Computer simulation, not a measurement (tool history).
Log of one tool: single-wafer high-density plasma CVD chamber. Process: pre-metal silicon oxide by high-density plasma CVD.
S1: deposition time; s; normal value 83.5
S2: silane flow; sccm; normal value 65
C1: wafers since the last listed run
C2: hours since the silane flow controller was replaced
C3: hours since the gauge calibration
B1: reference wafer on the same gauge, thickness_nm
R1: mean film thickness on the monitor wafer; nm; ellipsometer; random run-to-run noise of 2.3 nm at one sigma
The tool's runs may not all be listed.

run	day	S1	S2	C1	C2	C3	B1	R1
1	0	83.5	65	0	708.5	261.1	639.57	586.227
2	2.367	83.5	65	638	765.3	317.9	639.669	583.434
3	4.392	83.5	65	546	813.9	366.5	640.124	585.459
4	7.192	83.5	55	755	881.1	433.7	639.021	494.134
5	8.983	83.5	60	483	924.1	476.7	639.368	543.974
6	11.233	83.5	65	607	978.1	530.7	639.418	589.897
7	13.462	83.5	65	601	1031.6	584.2	640.522	584.717
8	14.929	83.5	65	395	1066.8	619.4	639.907	585.083
9	16.529	83.5	57	431	1105.2	657.8	640.083	514.705
10	18.6	83.5	57	558	1154.9	707.5	640.129	516.959
11	21.3	83.5	57	728	1219.7	772.3	639.963	515.867
12	22.767	93.8	65	395	1254.9	807.5	639.688	661.03
# day 24.296: gauge calibrated
13	24.838	93.8	65	558	1304.6	13	640.399	661.713
14	27.225	93.8	65	644	1361.9	70.3	639.973	660.91
15	30.004	83.5	65	750	1428.6	137	639.778	586.569
16	32.179	83.5	56	587	1480.8	189.2	640.545	508.53
# day 32.862: silane flow controller replaced
17	34.592	83.5	56	561	41.5	247.1	640.028	487.592
18	36.592	83.5	56	539	89.5	295.1	640.186	488.867
19	38.129	83.5	65	415	126.4	332	639.614	565.852
20	40.675	83.5	57	687	187.5	393.1	640.229	504.192
21	41.683	89.4	71	272	211.7	417.3	640.788	669.506
22	43.162	83.5	58	399	247.2	452.8	639.609	513.247
23	45.983	74.8	61	761	314.9	520.5	639.877	488.149
24	48.596	69.2	52	705	377.6	583.2	640.718	383.852
25	50.196	73.4	65	431	416	621.6	639.199	510.386
26	52.067	93.8	53	504	460.9	666.5	640.158	530.404
27	54.371	78.1	74	621	516.2	721.8	640.225	617.135
28	57.146	74.7	65	749	582.8	788.4	638.823	522.147
29	59.442	83.5	65	619	637.9	843.5	639.673	589.256
# day 61.6: gauge calibrated
30	61.729	83.5	65	617	692.8	3.1	639.65	581.451
31	63.821	92.1	65	564	743	53.3	639.997	644.362
32	65.254	88.1	60	386	777.4	87.7	640.178	567.78
33	67.433	83.5	65	588	829.7	140	641.16	584.033
34	69.638	83.5	76	594	882.6	192.9	640.764	679.371
35	70.896	69.2	73	339	912.8	223.1	640.112	546.326
36	72.746	97.4	74	499	957.2	267.5	640.598	779.18

Branching from run 36: 3 alternative next runs. What would each branch give?
A	72.762	83.5	65	4	957.6	267.9	?	?
B	72.762	67.5	70	4	957.6	267.9	?	?
C	72.762	70.4	57	4	957.6	267.9	?	?

run	B1	R1
A	640.043	584.983
B	640.043	509.267
C	640.043	432.505
The same runs, with their run-to-run variation unchanged, on a tool lacking any hidden condition would have given:
run	R1
A	558.676
B	486.365
C	413.055

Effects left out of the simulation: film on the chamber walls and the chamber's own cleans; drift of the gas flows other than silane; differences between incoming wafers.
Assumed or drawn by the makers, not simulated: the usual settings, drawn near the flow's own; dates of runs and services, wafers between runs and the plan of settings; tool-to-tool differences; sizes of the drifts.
